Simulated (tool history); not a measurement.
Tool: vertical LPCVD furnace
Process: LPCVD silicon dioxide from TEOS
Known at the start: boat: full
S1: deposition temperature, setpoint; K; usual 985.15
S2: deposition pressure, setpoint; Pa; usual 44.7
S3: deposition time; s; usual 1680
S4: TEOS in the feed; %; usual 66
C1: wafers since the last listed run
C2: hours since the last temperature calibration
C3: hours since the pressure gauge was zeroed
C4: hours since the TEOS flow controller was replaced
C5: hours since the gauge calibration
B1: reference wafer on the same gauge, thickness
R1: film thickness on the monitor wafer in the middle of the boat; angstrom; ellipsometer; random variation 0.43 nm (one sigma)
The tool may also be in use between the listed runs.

run   hour      S1    S2    S3  S4   C1      C2      C3      C4     C5      B1      R1
  1      0  985.15  44.7  1680  66    0  2868.2  5009.5  2192.1   50.2  298.08    2936
  2   12.2  985.15  44.7  1680  66  209  2880.4  5021.7  2204.3   62.4  297.99  2931.6
  3   24.9  985.15  44.7  1680  66  218  2893.1  5034.4    2217   75.1   298.1    2935
  4   40.5  985.15  44.7  1680  70  267  2908.7    5050  2232.6   90.7  298.01  3032.3
  5     55  985.15  44.7  1680  70  249  2923.2  5064.5  2247.1  105.2  298.17  3045.3
  6   71.1  985.15  53.3  1260  66  276  2939.3  5080.6  2263.2  121.3  298.17  2416.2
  7   88.7  985.15  53.3  1260  66  302  2956.9  5098.2  2280.8  138.9  297.95  2421.1
  8  106.3  985.15  53.3  1260  66  302  2974.5  5115.8  2298.4  156.5   298.1  2419.1
     113.2  -- gauge calibrated
  9  119.2  985.15  44.7  1680  66  221  2987.4  5128.7  2311.3      6   298.1  2958.4
     144.2  -- TEOS flow controller replaced
 10  144.7  985.15  44.7  1680  66   25  3012.9  5154.2     0.5   31.5  298.06  2957.2
 11  148.3  985.15  44.7  1680  66   61  3016.5  5157.8     4.1   35.1  297.96  2953.8
 12  160.7  985.15  44.7  1680  66  212  3028.9  5170.2    16.5   47.5  298.06  2956.8
 13  176.4  985.15  55.3  1140  66  269  3044.6  5185.9    32.2   63.2  297.99  2230.1
 14  185.6  981.15  44.7  1680  66  157  3053.8  5195.1    41.4   72.4  298.13  2709.1
 15  198.1  993.15  36.7  1680  66  214  3066.3  5207.6    53.9   84.9  297.96  3211.4
 16  204.5  985.15  53.3  1260  66  109  3072.7    5214    60.3   91.3  297.89  2425.3
     228.6  -- pressure gauge zeroed
     233.9  -- thermocouples replaced and temperature profile calibrated
 17  234.4  978.15    34  1470  59   10     0.5     5.8    90.2  121.2  298.06  1694.9
 18    238  993.15    38  1050  66   61     4.1     9.4    93.8  124.8     298  1898.3
 19  241.6  985.15  35.3  1680  66   61     7.7      13    97.4  128.4  297.99  2451.9
 20  246.8  985.15  44.7  2070  70   89    12.9    18.2   102.6  133.6  297.97  3493.3
 21  263.1  985.15  44.7  1680  66  279    29.2    34.5   118.9  149.9     298  2757.9
     267.5  -- gauge calibrated
 22  270.3  985.15  49.3  1020  66  123    36.4    41.7   126.1    2.8  298.09  1758.7
 23  285.2  985.15  53.3  1260  66  255    51.3    56.6     141   17.7  297.91  2252.9
 24  297.3  991.15  47.3  1170  62  207    63.4    68.7   153.1   29.8  297.94  2193.1
 25  303.5  975.15  47.3  1290  59  106    69.6    74.9   159.3     36  298.04  1637.5

Hidden state at the last listed run before each entry between runs and at the first one after, where it differs:
Between runs 8 and 9: gauge calibrated (hour 113.2)
  true tube temperature minus thermocouple reading, K: 3.23 -> 3.26
  measured less the result without the state, R1: +170.6 -> +210.2 angstrom
Between runs 9 and 10: TEOS flow controller replaced (hour 144.2)
  true tube temperature minus thermocouple reading, K: 3.26 -> 3.31
  measured less the result without the state, R1: +210.2 -> +213.1 angstrom
Between runs 16 and 17: pressure gauge zeroed (hour 228.6); thermocouples replaced and temperature profile calibrated (hour 233.9)
  true tube temperature minus thermocouple reading, K: 3.42 -> 0.191
  measured less the result without the state, R1: +180.6 -> +7.4 angstrom
Between runs 21 and 22: gauge calibrated (hour 267.5)
  no hidden state differs between the two runs
  measured less the result without the state, R1: +11.9 -> +7.6 angstrom

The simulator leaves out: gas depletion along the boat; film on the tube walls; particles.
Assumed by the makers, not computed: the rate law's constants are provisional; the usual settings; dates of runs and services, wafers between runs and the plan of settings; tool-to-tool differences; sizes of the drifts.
